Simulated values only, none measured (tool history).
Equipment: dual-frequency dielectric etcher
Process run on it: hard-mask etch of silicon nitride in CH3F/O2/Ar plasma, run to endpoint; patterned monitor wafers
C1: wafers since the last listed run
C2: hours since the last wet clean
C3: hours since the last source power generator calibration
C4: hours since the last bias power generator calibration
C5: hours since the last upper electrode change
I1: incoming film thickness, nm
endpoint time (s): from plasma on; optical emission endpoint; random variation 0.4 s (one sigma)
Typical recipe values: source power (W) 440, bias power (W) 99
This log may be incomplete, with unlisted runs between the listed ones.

run 1 hour=0.0 | source_power_(W)=390 bias_power_(W)=99 | C1=0 C2=314.5 C3=2805.1 C4=3737.1 C5=2151.2 | I1=52.2 | endpoint_time_(s)=72.4
run 2 hour=202.6 | source_power_(W)=390 bias_power_(W)=99 | C1=1827 C2=517.1 C3=3007.7 C4=3939.7 C5=2353.8 | I1=51.8 | endpoint_time_(s)=72.5
-- hour=261.1 wet clean of the chamber
run 3 hour=261.6 | source_power_(W)=440 bias_power_(W)=99 | C1=315 C2=0.5 C3=3066.7 C4=3998.7 C5=2412.8 | I1=51.8 | endpoint_time_(s)=65.7
run 4 hour=317.1 | source_power_(W)=440 bias_power_(W)=99 | C1=500 C2=56.0 C3=3122.2 C4=4054.2 C5=2468.3 | I1=52.1 | endpoint_time_(s)=67.1
run 5 hour=427.9 | source_power_(W)=440 bias_power_(W)=99 | C1=999 C2=166.8 C3=3233.0 C4=4165.0 C5=2579.1 | I1=52.4 | endpoint_time_(s)=67.4
run 6 hour=463.8 | source_power_(W)=440 bias_power_(W)=99 | C1=323 C2=202.7 C3=3268.9 C4=4200.9 C5=2615.0 | I1=52.4 | endpoint_time_(s)=67.9
run 7 hour=587.7 | source_power_(W)=440 bias_power_(W)=110 | C1=1117 C2=326.6 C3=3392.8 C4=4324.8 C5=2738.9 | I1=52.3 | endpoint_time_(s)=63.9
-- hour=612.4 upper electrode replaced
run 8 hour=646.4 | source_power_(W)=440 bias_power_(W)=110 | C1=312 C2=385.3 C3=3451.5 C4=4383.5 C5=34.0 | I1=52.2 | endpoint_time_(s)=64.2
run 9 hour=682.2 | source_power_(W)=440 bias_power_(W)=110 | C1=322 C2=421.1 C3=3487.3 C4=4419.3 C5=69.8 | I1=52.9 | endpoint_time_(s)=66.7
-- hour=713.2 wet clean of the chamber
run 10 hour=726.2 | source_power_(W)=440 bias_power_(W)=99 | C1=180 C2=13.0 C3=3531.3 C4=4463.3 C5=113.8 | I1=51.7 | endpoint_time_(s)=65.4
run 11 hour=938.7 | source_power_(W)=440 bias_power_(W)=99 | C1=1916 C2=225.5 C3=3743.8 C4=4675.8 C5=326.3 | I1=52.1 | endpoint_time_(s)=67.3
run 12 hour=996.9 | source_power_(W)=530 bias_power_(W)=99 | C1=524 C2=283.7 C3=3802.0 C4=4734.0 C5=384.5 | I1=52.0 | endpoint_time_(s)=61.4
-- hour=1013.9 source power generator calibrated
run 13 hour=1063.6 | source_power_(W)=350 bias_power_(W)=112 | C1=565 C2=350.4 C3=49.7 C4=4800.7 C5=451.2 | I1=52.9 | endpoint_time_(s)=73.3
run 14 hour=1097.9 | source_power_(W)=440 bias_power_(W)=90 | C1=309 C2=384.7 C3=84.0 C4=4835.0 C5=485.5 | I1=52.6 | endpoint_time_(s)=71.5
-- hour=1108.2 bias power generator calibrated
run 15 hour=1134.5 | source_power_(W)=390 bias_power_(W)=99 | C1=294 C2=421.3 C3=120.6 C4=26.3 C5=522.1 | I1=52.2 | endpoint_time_(s)=71.7
run 16 hour=1166.9 | source_power_(W)=480 bias_power_(W)=80 | C1=292 C2=453.7 C3=153.0 C4=58.7 C5=554.5 | I1=52.4 | endpoint_time_(s)=72.5
-- hour=1232.8 wet clean of the chamber
run 17 hour=1233.3 | source_power_(W)=440 bias_power_(W)=99 | C1=382 C2=0.5 C3=219.4 C4=125.1 C5=620.9 | I1=52.4 | endpoint_time_(s)=65.9

Predict the results of run 18:
run 18 hour=1249.2 | source_power_(W)=530 bias_power_(W)=90 | C1=143 C2=16.4 C3=235.3 C4=141.0 C5=636.8 | I1=52.4 | endpoint_time_(s)=?

For run 18 the tool returned endpoint time (s) 63.4.
Minus the tool's unlogged condition, the same run would have read endpoint time (s) 63.5.

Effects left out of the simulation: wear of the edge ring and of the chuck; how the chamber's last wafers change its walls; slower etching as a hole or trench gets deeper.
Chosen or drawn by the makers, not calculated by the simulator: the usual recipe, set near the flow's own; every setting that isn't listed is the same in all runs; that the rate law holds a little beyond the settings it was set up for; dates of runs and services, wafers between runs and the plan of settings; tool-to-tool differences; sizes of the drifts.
